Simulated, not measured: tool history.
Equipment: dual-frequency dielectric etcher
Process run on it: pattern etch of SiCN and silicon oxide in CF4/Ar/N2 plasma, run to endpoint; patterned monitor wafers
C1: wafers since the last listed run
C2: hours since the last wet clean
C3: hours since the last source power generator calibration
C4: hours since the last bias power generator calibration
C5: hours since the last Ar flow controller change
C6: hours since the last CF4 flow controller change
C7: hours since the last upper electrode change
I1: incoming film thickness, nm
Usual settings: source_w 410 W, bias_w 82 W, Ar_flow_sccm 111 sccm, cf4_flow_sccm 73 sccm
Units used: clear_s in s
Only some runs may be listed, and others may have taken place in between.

{"run": 1, "hour": 0.0, "source_w": 410, "bias_w": 82, "Ar_flow_sccm": 111, "cf4_flow_sccm": 73, "C1": 0, "C2": 509, "C3": 3665, "C4": 2708.9, "C5": 2273.1, "C6": 2597.9, "C7": 4085.1, "I1": 9, "clear_s": 9.4}
{"run": 2, "hour": 13.1, "source_w": 410, "bias_w": 82, "Ar_flow_sccm": 111, "cf4_flow_sccm": 73, "C1": 149, "C2": 522.1, "C3": 3678.1, "C4": 2722, "C5": 2286.2, "C6": 2611, "C7": 4098.2, "I1": 9.01, "clear_s": 9.4}
{"run": 3, "hour": 24.5, "source_w": 410, "bias_w": 82, "Ar_flow_sccm": 111, "cf4_flow_sccm": 73, "C1": 130, "C2": 533.5, "C3": 3689.5, "C4": 2733.4, "C5": 2297.6, "C6": 2622.4, "C7": 4109.6, "I1": 9.08, "clear_s": 9.4}
{"run": 4, "hour": 33.6, "source_w": 410, "bias_w": 82, "Ar_flow_sccm": 111, "cf4_flow_sccm": 73, "C1": 103, "C2": 542.6, "C3": 3698.6, "C4": 2742.5, "C5": 2306.7, "C6": 2631.5, "C7": 4118.7, "I1": 9.03, "clear_s": 9.4}
{"hour": 68.5, "done": "bias power generator calibrated"}
{"run": 5, "hour": 77.2, "source_w": 410, "bias_w": 82, "Ar_flow_sccm": 111, "cf4_flow_sccm": 73, "C1": 451, "C2": 586.2, "C3": 3742.2, "C4": 8.7, "C5": 2350.3, "C6": 2675.1, "C7": 4162.3, "I1": 8.99, "clear_s": 9.3}
{"hour": 92.6, "done": "CF4 flow controller replaced"}
{"hour": 116.8, "done": "wet clean of the chamber"}
{"hour": 119.9, "done": "source power generator calibrated"}
{"run": 6, "hour": 120.4, "source_w": 410, "bias_w": 82, "Ar_flow_sccm": 111, "cf4_flow_sccm": 73, "C1": 115, "C2": 3.6, "C3": 0.5, "C4": 51.9, "C5": 2393.5, "C6": 27.8, "C7": 4205.5, "I1": 8.93, "clear_s": 9.7}
{"run": 7, "hour": 120.7, "source_w": 410, "bias_w": 82, "Ar_flow_sccm": 111, "cf4_flow_sccm": 73, "C1": 3, "C2": 3.9, "C3": 0.8, "C4": 52.2, "C5": 2393.8, "C6": 28.1, "C7": 4205.8, "I1": 8.88, "clear_s": 9.7}
{"run": 8, "hour": 121.0, "source_w": 410, "bias_w": 82, "Ar_flow_sccm": 111, "cf4_flow_sccm": 73, "C1": 3, "C2": 4.2, "C3": 1.1, "C4": 52.5, "C5": 2394.1, "C6": 28.4, "C7": 4206.1, "I1": 8.99, "clear_s": 9.8}
{"hour": 127.4, "done": "Ar flow controller replaced"}
{"run": 9, "hour": 130.6, "source_w": 410, "bias_w": 82, "Ar_flow_sccm": 111, "cf4_flow_sccm": 73, "C1": 41, "C2": 13.8, "C3": 10.7, "C4": 62.1, "C5": 3.2, "C6": 38, "C7": 4215.7, "I1": 8.93, "clear_s": 9.7}
{"hour": 158.6, "done": "upper electrode replaced"}
{"run": 10, "hour": 159.1, "source_w": 500, "bias_w": 82, "Ar_flow_sccm": 111, "cf4_flow_sccm": 73, "C1": 51, "C2": 42.3, "C3": 39.2, "C4": 90.6, "C5": 31.7, "C6": 66.5, "C7": 0.5, "I1": 8.95, "clear_s": 7.9}
{"run": 11, "hour": 159.5, "source_w": 370, "bias_w": 82, "Ar_flow_sccm": 111, "cf4_flow_sccm": 63, "C1": 4, "C2": 42.7, "C3": 39.6, "C4": 91, "C5": 32.1, "C6": 66.9, "C7": 0.9, "I1": 8.99, "clear_s": 11.2}
{"run": 12, "hour": 175.2, "source_w": 410, "bias_w": 95, "Ar_flow_sccm": 97, "cf4_flow_sccm": 58, "C1": 179, "C2": 58.4, "C3": 55.3, "C4": 106.7, "C5": 47.8, "C6": 82.6, "C7": 16.6, "I1": 9.04, "clear_s": 9.4}
{"run": 13, "hour": 189.2, "source_w": 410, "bias_w": 82, "Ar_flow_sccm": 111, "cf4_flow_sccm": 87, "C1": 159, "C2": 72.4, "C3": 69.3, "C4": 120.7, "C5": 61.8, "C6": 96.6, "C7": 30.6, "I1": 9, "clear_s": 9.5}
{"run": 14, "hour": 207.1, "source_w": 460, "bias_w": 82, "Ar_flow_sccm": 111, "cf4_flow_sccm": 60, "C1": 204, "C2": 90.3, "C3": 87.2, "C4": 138.6, "C5": 79.7, "C6": 114.5, "C7": 48.5, "I1": 8.98, "clear_s": 8.9}
{"run": 15, "hour": 222.1, "source_w": 330, "bias_w": 91, "Ar_flow_sccm": 101, "cf4_flow_sccm": 57, "C1": 171, "C2": 105.3, "C3": 102.2, "C4": 153.6, "C5": 94.7, "C6": 129.5, "C7": 63.5, "I1": 9.02, "clear_s": 12.2}

What would each run have given without the hidden state, its run-to-run variation left as it was?
Hidden conditions of the tool in this case: etch rate over this chamber's usual, %; source power that arrives over what is set, %; bias power that arrives over what is set, %; Ar flow that arrives over what is set, %; CF4 flow that arrives over what is set, %.
run=1 clear_s=9.9
run=2 clear_s=9.9
run=3 clear_s=9.9
run=4 clear_s=9.9
run=5 clear_s=9.8
run=6 clear_s=9.8
run=7 clear_s=9.7
run=8 clear_s=9.8
run=9 clear_s=9.8
run=10 clear_s=8
run=11 clear_s=11.3
run=12 clear_s=9.5
run=13 clear_s=9.6
run=14 clear_s=9
run=15 clear_s=12.4
